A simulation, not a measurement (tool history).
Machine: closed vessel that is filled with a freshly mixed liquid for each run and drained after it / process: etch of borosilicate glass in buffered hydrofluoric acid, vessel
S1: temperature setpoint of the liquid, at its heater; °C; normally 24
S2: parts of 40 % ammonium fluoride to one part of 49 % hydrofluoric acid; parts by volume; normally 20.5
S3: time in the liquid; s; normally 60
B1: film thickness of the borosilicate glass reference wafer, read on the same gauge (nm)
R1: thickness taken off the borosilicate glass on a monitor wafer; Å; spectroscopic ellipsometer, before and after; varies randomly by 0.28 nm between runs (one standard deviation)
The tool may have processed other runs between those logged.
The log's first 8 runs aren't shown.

run   hour    S1    S2  S3     B1     R1
  9  181.3  20.5  20.5  35     30    159
 10  214.2  20.5  20.5  35  30.02  158.1
 11  231.2    24  20.5  60  29.98  325.6
 12  266.4    24  20.5  60  29.97  333.4
     296.7  -- gauge calibrated
 13  298.8    24  20.5  60  30.02  324.9
     334.9  -- hydrofluoric acid flow meter replaced
 14  367.1    24  20.5  60  30.02  358.5
 15  382.7  28.5  14.5  40  30.01  424.5
     400.8  -- thermometer replaced
 16  412.4    26  14.5  80     30  697.7
 17  439.1  19.5    26  90     30  341.9
 18  464.5  25.5    27  60  29.97  306.5
 19  543.3    24  20.5  60     30  343.3
 20    571    24  20.5  60  29.95  337.9
 21  583.4    21  23.5  80  29.99  347.4
 22  677.8    21    15  95     30    616
 23  694.3    24  20.5  60  29.98  340.6
 24  727.4  26.5  14.5  60  29.98  539.8
 25  752.5  27.5  20.5  50  30.01    341
 26  776.6    19  25.5  60  30.04    220
 27  796.3    24    24  30  29.99  153.9
 28  822.4    24    27  60     30  280.3
 29  851.8    24  20.5  50  30.03    287
 30  887.1    24  20.5  60  30.01  340.8
 31  903.6  28.5    16  30  30.06  268.5
 32  931.1    24    15  60     30  453.8
     943.6  -- gauge calibrated
 33  945.6    24  20.5  80  30.01  458.2

Branching from run 33: 4 alternative next runs. What would each branch give?
  A  946.3  25.5  20.5  60   ?   ?
  B  946.3    28  13.5  30   ?   ?
  C  946.3    24    17  60   ?   ?
  D  946.3  28.5  25.5  80   ?   ?

run  B1     R1
  A  30  369.3
  B  30  310.1
  C  30  399.7
  D  30  496.4
With the hidden condition removed and each run's random variation left untouched, the same runs would have given:
run     R1
  A  368.1
  B  315.2
  C    406
  D  495.1

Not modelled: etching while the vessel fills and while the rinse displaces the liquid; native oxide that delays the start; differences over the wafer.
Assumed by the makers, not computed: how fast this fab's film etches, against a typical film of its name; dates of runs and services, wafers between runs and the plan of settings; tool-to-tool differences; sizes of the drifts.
